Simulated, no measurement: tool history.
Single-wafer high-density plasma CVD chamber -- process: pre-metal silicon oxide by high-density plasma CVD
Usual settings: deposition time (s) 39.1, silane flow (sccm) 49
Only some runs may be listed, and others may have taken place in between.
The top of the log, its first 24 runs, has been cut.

run,hour,deposition time (s),silane flow (sccm),"read-back reference wafer on the same gauge, thickness_nm",mean film thickness on the monitor wafer (nm)
25,1391,35.4,43,186.598,157.722
26,1425.8,39.1,49,187.211,198.553
27,1456.5,32.4,45,187.021,151.079
28,1502.8,43.2,44,186.784,196.168
29,1546.7,32.7,40,187.402,136.558
30,1581.3,39.1,49,187.021,198.461
31,1620.1,41.6,58,186.93,250.991
32,1647,45.5,56,186.991,265.807

What will run 33 give?
33,1699,39.1,49,?,?

{"run 33": {"read-back reference wafer on the same gauge, thickness_nm": 186.94, "mean film thickness on the monitor wafer (nm)": 199.278}}
Were there no unlogged condition in the tool, this run, its random variation unchanged, would have produced mean film thickness on the monitor wafer (nm) 194.262.

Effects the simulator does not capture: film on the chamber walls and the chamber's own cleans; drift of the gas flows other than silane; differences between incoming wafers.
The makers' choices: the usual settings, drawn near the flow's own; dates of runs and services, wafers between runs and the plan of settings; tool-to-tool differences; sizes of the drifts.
